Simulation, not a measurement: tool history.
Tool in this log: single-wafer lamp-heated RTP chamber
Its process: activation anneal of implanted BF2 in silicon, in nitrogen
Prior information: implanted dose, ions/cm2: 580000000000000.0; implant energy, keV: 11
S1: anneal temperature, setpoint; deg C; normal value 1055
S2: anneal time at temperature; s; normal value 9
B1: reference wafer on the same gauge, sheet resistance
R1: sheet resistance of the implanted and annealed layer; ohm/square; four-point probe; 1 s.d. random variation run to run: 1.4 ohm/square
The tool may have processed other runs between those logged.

run	hour	S1	S2	B1	R1
1	0	1038	9	219.37	255.06
2	87.5	1038	9	219.18	250.27
# hour 140.5: pyrometer window cleaned and pyrometer calibrated
3	168.9	1038	9	219.13	262.6
4	239.9	1049	9	218.91	250.15
5	280.3	1066	11	219.02	228.48
# hour 280.4: gauge calibrated
6	332.9	1066	11	218.93	228.55
7	409.7	1066	11	218.97	226.15
8	500.8	1055	9	219.02	237.47
9	564.8	1055	9	218.87	232.78
# hour 649.5: pyrometer window cleaned and pyrometer calibrated
10	664.6	1055	9	218.94	241.71
11	712.9	1055	9	218.65	239.79
# hour 742.5: reflector plate cleaned
12	750.8	1055	9	219.1	245.99
13	858.5	1055	9	219.03	244.11
14	937.2	1042	10	218.82	253.15
15	983	1055	9	218.83	241.35
16	1030.2	1070	7	218.99	232.9
17	1112	1038	13	218.71	240.24

Estimate the outcome of run 18 from the log above:
# hour 1127.1: pyrometer window cleaned and pyrometer calibrated
18	1218.9	1055	9	?	?

{"run 18": {"B1": 218.96, "R1": 244.07}}
With no hidden state in the tool, this same run would have given R1 249.25 ohm/square.

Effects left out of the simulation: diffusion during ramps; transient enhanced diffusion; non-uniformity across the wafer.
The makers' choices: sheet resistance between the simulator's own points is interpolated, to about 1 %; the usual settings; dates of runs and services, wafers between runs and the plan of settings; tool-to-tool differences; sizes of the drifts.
